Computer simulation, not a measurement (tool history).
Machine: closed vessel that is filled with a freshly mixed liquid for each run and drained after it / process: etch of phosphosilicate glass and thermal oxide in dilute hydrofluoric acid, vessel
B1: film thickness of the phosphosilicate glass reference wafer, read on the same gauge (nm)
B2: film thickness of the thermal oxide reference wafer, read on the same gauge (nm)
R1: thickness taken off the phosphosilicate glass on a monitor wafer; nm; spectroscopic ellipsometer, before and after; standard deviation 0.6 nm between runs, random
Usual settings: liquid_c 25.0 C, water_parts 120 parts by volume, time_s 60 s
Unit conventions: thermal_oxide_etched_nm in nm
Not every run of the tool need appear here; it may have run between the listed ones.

Run 1, day 0.000: usual settings but time_s 30 s; B1 90.00; B2 140.016. Result: R1 42.12 nm, thermal_oxide_etched_nm 1.404 nm.
Run 2, day 2.129: usual settings but water_parts 165 parts by volume, time_s 50 s; B1 89.96; B2 139.993. Result: R1 48.58 nm, thermal_oxide_etched_nm 1.601 nm.
Run 3, day 5.392: usual settings but time_s 30 s; B1 90.04; B2 140.010. Result: R1 42.36 nm, thermal_oxide_etched_nm 1.423 nm.
Run 4, day 9.788: usual settings but liquid_c 22.5 C, water_parts 150 parts by volume, time_s 95 s; B1 89.99; B2 139.993. Result: R1 94.21 nm, thermal_oxide_etched_nm 3.186 nm.
Run 5, day 13.158: usual settings; B1 89.95; B2 140.016. Result: R1 85.79 nm, thermal_oxide_etched_nm 2.798 nm.
Run 6, day 17.025: usual settings but liquid_c 23.0 C, water_parts 165 parts by volume, time_s 80 s; B1 90.03; B2 139.988. Result: R1 72.80 nm, thermal_oxide_etched_nm 2.457 nm.
At day 17.162: hydrofluoric acid flow meter replaced.
Run 7, day 22.992: usual settings but water_parts 100 parts by volume, time_s 85 s; B1 90.03; B2 140.008. Result: R1 148.79 nm, thermal_oxide_etched_nm 4.972 nm.
At day 24.650: gauge calibrated.
Run 8, day 25.962: usual settings but liquid_c 20.5 C; B1 90.04; B2 139.983. Result: R1 71.50 nm, thermal_oxide_etched_nm 2.419 nm.
Run 9, day 30.125: usual settings but liquid_c 23.5 C, water_parts 170 parts by volume, time_s 45 s; B1 89.98; B2 139.999. Result: R1 40.81 nm, thermal_oxide_etched_nm 1.349 nm.
Run 10, day 32.050: usual settings but liquid_c 26.5 C, water_parts 160 parts by volume; B1 90.00; B2 139.997. Result: R1 64.88 nm, thermal_oxide_etched_nm 2.189 nm.
Run 11, day 34.983: usual settings but liquid_c 29.0 C, water_parts 105 parts by volume, time_s 75 s; B1 90.00; B2 140.004. Result: R1 147.45 nm, thermal_oxide_etched_nm 4.830 nm.
Run 12, day 39.288: usual settings but liquid_c 22.0 C, water_parts 170 parts by volume, time_s 45 s; B1 90.04; B2 139.988. Result: R1 38.54 nm, thermal_oxide_etched_nm 1.281 nm.
Run 13, day 43.650: usual settings but time_s 85 s; B1 89.97; B2 140.025. Result: R1 122.90 nm, thermal_oxide_etched_nm 4.048 nm.
Run 14, day 45.808: usual settings but liquid_c 20.5 C, water_parts 95 parts by volume; B1 89.97; B2 139.997. Result: R1 93.87 nm, thermal_oxide_etched_nm 3.125 nm.
Run 15, day 47.646: usual settings but liquid_c 28.5 C; B1 89.98; B2 140.016. Result: R1 99.01 nm, thermal_oxide_etched_nm 3.292 nm.
Run 16, day 51.004: usual settings but water_parts 65 parts by volume, time_s 90 s; B1 89.99; B2 140.000. Result: R1 260.59 nm, thermal_oxide_etched_nm 8.567 nm.
Run 17, day 53.746: usual settings but liquid_c 29.5 C, time_s 85 s; B1 89.99; B2 139.995. Result: R1 146.90 nm, thermal_oxide_etched_nm 4.855 nm.
Run 18, day 57.362: usual settings but time_s 75 s; B1 90.00; B2 140.017. Result: R1 107.78 nm, thermal_oxide_etched_nm 3.682 nm.
At day 61.279: thermometer replaced.
Run 19, day 61.500: usual settings but liquid_c 21.0 C, time_s 95 s; B1 89.97; B2 140.008. Result: R1 113.59 nm, thermal_oxide_etched_nm 3.740 nm.
Run 20, day 65.596: usual settings but liquid_c 21.5 C, time_s 35 s; B1 89.96; B2 140.016. Result: R1 43.38 nm, thermal_oxide_etched_nm 1.417 nm.
Run 21, day 67.333: usual settings but liquid_c 21.5 C, time_s 30 s; B1 89.99; B2 139.989. Result: R1 37.18 nm, thermal_oxide_etched_nm 1.224 nm.
Run 22, day 70.275: usual settings; B1 89.98; B2 140.002. Result: R1 84.53 nm, thermal_oxide_etched_nm 2.851 nm.
Run 23, day 83.079: usual settings but liquid_c 29.5 C, water_parts 75 parts by volume, time_s 80 s; B1 90.01; B2 140.016. Result: R1 226.28 nm, thermal_oxide_etched_nm 7.671 nm.
At day 84.742: hydrofluoric acid flow meter replaced.
Run 24, day 85.912: usual settings but liquid_c 26.5 C, water_parts 155 parts by volume; B1 90.00; B2 140.011. Result: R1 65.99 nm, thermal_oxide_etched_nm 2.214 nm.

For some of the steps in R1 from one run to the next: how much would appear even if the tool had no hidden state, given the settings, what came in and random variation, and how much remains for the hidden state plus any gauge scatter that the measured result and the result without hidden state don't share?
Hidden conditions of the tool in this case: liquid hotter than its thermometer reads (K); hydrofluoric acid flow above the setpoint (%); gauge reads high (%).
Run 15 -> 16: liquid_c 28.5 -> 25.0, water_parts 120 -> 65, time_s 60 -> 90. R1 +161.58 nm: hidden state +8.23, all else +153.35.
Run 16 -> 17: liquid_c 25.0 -> 29.5, water_parts 65 -> 120, time_s 90 -> 85. R1 -113.69 nm: hidden state -5.79, all else -107.90.
Run 23 -> 24: liquid_c 29.5 -> 26.5, water_parts 75 -> 155, time_s 80 -> 60, hydrofluoric acid flow meter replaced. R1 -160.29 nm: hidden state -3.12, all else -157.17.
